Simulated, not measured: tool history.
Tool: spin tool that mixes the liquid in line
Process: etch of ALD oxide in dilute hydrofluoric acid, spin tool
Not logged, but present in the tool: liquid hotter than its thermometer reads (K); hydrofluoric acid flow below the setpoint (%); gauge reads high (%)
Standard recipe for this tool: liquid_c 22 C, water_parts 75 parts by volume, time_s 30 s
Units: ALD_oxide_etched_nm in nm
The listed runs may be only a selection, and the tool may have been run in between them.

run   hour  liquid_c  water_parts  time_s  wafers since the last listed run  hours since the thermometer was replaced  hours since the hydrofluoric acid flow meter was replaced  hours since the gauge calibration  read-back film thickness of the ALD oxide reference wafer, read on the same gauge (nm)  ALD_oxide_etched_nm
  1      0        22           75      40                                 0                                    2439.5                                                      317.5                                 39                                                                                  109.96                10.51
  2    8.8        22           75      40                               116                                    2448.3                                                      326.3                               47.8                                                                                  109.99                10.44
  3   25.8        22           75      40                               225                                    2465.3                                                      343.3                               64.8                                                                                  109.99                10.47
  4   32.7        22           75      30                                91                                    2472.2                                                      350.2                               71.7                                                                                  109.99                 7.84
  5   45.2        22           75      30                               165                                    2484.7                                                      362.7                               84.2                                                                                  109.96                 7.78
  6   52.6        22           75      30                                98                                    2492.1                                                      370.1                               91.6                                                                                  109.98                 7.77
  7   68.6        22           65      45                               211                                    2508.1                                                      386.1                              107.6                                                                                     110                13.78
  8     78        22           65      45                               124                                    2517.5                                                      395.5                                117                                                                                     110                 13.7
  9   94.2        24           75      30                               214                                    2533.7                                                      411.7                              133.2                                                                                  110.01                 8.42
 10  109.5        24           75      30                               202                                      2549                                                        427                              148.5                                                                                  109.99                 8.42
     121.3  -- thermometer replaced
 11  126.9        24           75      30                               217                                       5.6                                                      444.4                              165.9                                                                                  110.03                 8.26
 12  144.1        22           75      45                               227                                      22.8                                                      461.6                              183.1                                                                                  109.99                11.44
     146.6  -- hydrofluoric acid flow meter replaced
     156.8  -- gauge calibrated
 13  160.5        22           75      30                               204                                      39.2                                                       13.9                                3.7                                                                                     110                 7.09
 14  168.7        22           55      30                               108                                      47.4                                                       22.1                               11.9                                                                                     110                 9.97
 15  177.1        19           50      50                               111                                      55.8                                                       30.5                               20.3                                                                                     110                16.23
 16    186        22           75      45                               117                                      64.7                                                       39.4                               29.2                                                                                     110                10.58
 17    197        22           75      30                               145                                      75.7                                                       50.4                               40.2                                                                                  110.02                 7.06
 18  204.5        27           50      40                                99                                      83.2                                                       57.9                               47.7                                                                                  110.02                17.86
     210.9  -- hydrofluoric acid flow meter replaced, repeated, since the last time left the tool worse
 19  212.4      18.5           90      35                                91                                      91.1                                                        1.5                               55.6                                                                                     110                 6.88
 20  218.6        22           75      35                                82                                      97.3                                                        7.7                               61.8                                                                                  110.02                 9.72
 21  235.6        19           75      40                               225                                     114.3                                                       24.7                               78.8                                                                                  109.97                 9.79
 22  244.2        22           75      30                               113                                     122.9                                                       33.3                               87.4                                                                                  110.02                 8.25
 23  257.8      25.5           35      45                               180                                     136.5                                                       46.9                                101                                                                                  110.03                32.52
 24  269.8        22           40      45                               158                                     148.5                                                       58.9                                113                                                                                  109.99                24.42
 25  276.9      24.5           40      30                                94                                     155.6                                                         66                              120.1                                                                                  109.99                17.96
 26  287.2        22          115      20                               136                                     165.9                                                       76.3                              130.4                                                                                  109.98                 3.42
 27  293.9      26.5           90      30                                88                                     172.6                                                         83                              137.1                                                                                  110.01                 8.05

The same runs without the tool's hidden state, with the same run-to-run variation:
run  ALD_oxide_etched_nm
  1                11.17
  2                11.12
  3                11.18
  4                 8.38
  5                 8.34
  6                 8.34
  7                14.81
  8                14.75
  9                  9.1
 10                 9.13
 11                 8.98
 12                12.47
 13                 8.37
 14                11.75
 15                19.11
 16                12.55
 17                 8.39
 18                21.19
 19                  6.9
 20                 9.76
 21                 9.85
 22                 8.32
 23                32.84
 24                24.71
 25                18.19
 26                 3.47
 27                 8.18
